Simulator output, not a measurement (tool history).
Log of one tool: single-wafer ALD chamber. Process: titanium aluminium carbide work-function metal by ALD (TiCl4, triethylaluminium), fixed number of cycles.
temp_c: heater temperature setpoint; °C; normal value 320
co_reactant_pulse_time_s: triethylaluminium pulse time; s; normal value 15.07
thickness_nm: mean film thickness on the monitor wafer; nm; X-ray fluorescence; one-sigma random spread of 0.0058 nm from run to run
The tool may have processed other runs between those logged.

run   hour  temp_c  co_reactant_pulse_time_s  wafers since the last listed run  hours since the last thermocouple change  hours since the last triethylaluminium bottle change  hours since the showerhead was replaced  hours since the gauge calibration  read-back reference wafer on the same gauge, thickness_nm  thickness_nm
  1    0.0     320                     15.07                                 0                                    1451.4                                                1203.4                                   7296.4                              239.6                                                      2.391         2.317
  2   16.4     320                     15.07                               113                                    1467.8                                                1219.8                                   7312.8                              256.0                                                      2.392         2.334
  3   29.6     320                     17.23                                91                                    1481.0                                                1233.0                                   7326.0                              269.2                                                      2.393         2.330
  4   42.8     320                     17.23                                91                                    1494.2                                                1246.2                                   7339.2                              282.4                                                      2.395         2.332
  5   57.2     320                     15.07                                99                                    1508.6                                                1260.6                                   7353.6                              296.8                                                      2.398         2.337
  6   65.0     320                     13.13                                54                                    1516.4                                                1268.4                                   7361.4                              304.6                                                      2.397         2.322
  7   81.4     320                     13.13                               113                                    1532.8                                                1284.8                                   7377.8                              321.0                                                      2.399         2.317
  8   89.9     320                     15.07                                59                                    1541.3                                                1293.3                                   7386.3                              329.5                                                      2.398         2.336
  9  104.3     320                     15.07                                99                                    1555.7                                                1307.7                                   7400.7                              343.9                                                      2.400         2.338
 10  139.1     316                     15.07                               241                                    1590.5                                                1342.5                                   7435.5                              378.7                                                      2.404         2.308
 11  153.3     316                     15.07                                98                                    1604.7                                                1356.7                                   7449.7                              392.9                                                      2.406         2.316
 12  160.3     316                     15.07                                48                                    1611.7                                                1363.7                                   7456.7                              399.9                                                      2.406         2.309
 13  170.6     320                     15.07                                71                                    1622.0                                                1374.0                                   7467.0                              410.2                                                      2.408         2.339
 14  186.4     320                     15.07                               109                                    1637.8                                                1389.8                                   7482.8                              426.0                                                      2.408         2.346
 15  198.0     307                     12.41                                80                                    1649.4                                                1401.4                                   7494.4                              437.6                                                      2.409         2.217
 16  205.0     320                     15.07                                48                                    1656.4                                                1408.4                                   7501.4                              444.6                                                      2.411         2.348
     229.0  -- gauge calibrated
     229.1  -- showerhead replaced
 17  249.0     333                     16.71                               249                                    1700.4                                                1452.4                                     19.9                               20.0                                                      2.372         2.428
     265.3  -- thermocouple changed; heater temperature recalibrated
 18  265.8     320                     15.07                                61                                       0.5                                                1469.2                                     36.7                               36.8                                                      2.372         2.316
 19  280.3     311                     17.71                               100                                      15.0                                                1483.7                                     51.2                               51.3                                                      2.374         2.238
     298.3  -- triethylaluminium bottle replaced
 20  298.8     316                     12.01                                72                                      33.5                                                   0.5                                     69.7                               69.8                                                      2.376         2.260
 21  309.6     326                     15.07                                74                                      44.3                                                  11.3                                     80.5                               80.6                                                      2.378         2.354
 22  320.3     316                     15.07                                74                                      55.0                                                  22.0                                     91.2                               91.3                                                      2.379         2.272
 23  337.0     327                     12.15                               115                                      71.7                                                  38.7                                    107.9                              108.0                                                      2.379         2.353
 24  345.6     320                     15.07                                59                                      80.3                                                  47.3                                    116.5                              116.6                                                      2.380         2.317
 25  390.7     313                     17.12                               313                                     125.4                                                  92.4                                    161.6                              161.7                                                      2.385         2.275
 26  404.4     309                     18.04                                95                                     139.1                                                 106.1                                    175.3                              175.4                                                      2.385         2.242

List, for all runs, the conditions of the tool that the log does not record:
wafer temperature above the value expected at the setpoint (K): 0, the same for each run
triethylaluminium dose above that of a fresh bottle (%): 0, the same for each run
H1: gauge reads high (%)
run      H1
  1   0.879
  2   0.945
  3   0.997
  4    1.05
  5    1.11
  6    1.14
  7     1.2
  8    1.24
  9     1.3
 10    1.44
 11    1.49
 12    1.52
 13    1.56
 14    1.62
 15    1.67
 16     1.7
 17  0.0629
 18    0.13
 19   0.188
 20   0.262
 21   0.305
 22   0.348
 23   0.415
 24   0.449
 25    0.63
 26   0.684

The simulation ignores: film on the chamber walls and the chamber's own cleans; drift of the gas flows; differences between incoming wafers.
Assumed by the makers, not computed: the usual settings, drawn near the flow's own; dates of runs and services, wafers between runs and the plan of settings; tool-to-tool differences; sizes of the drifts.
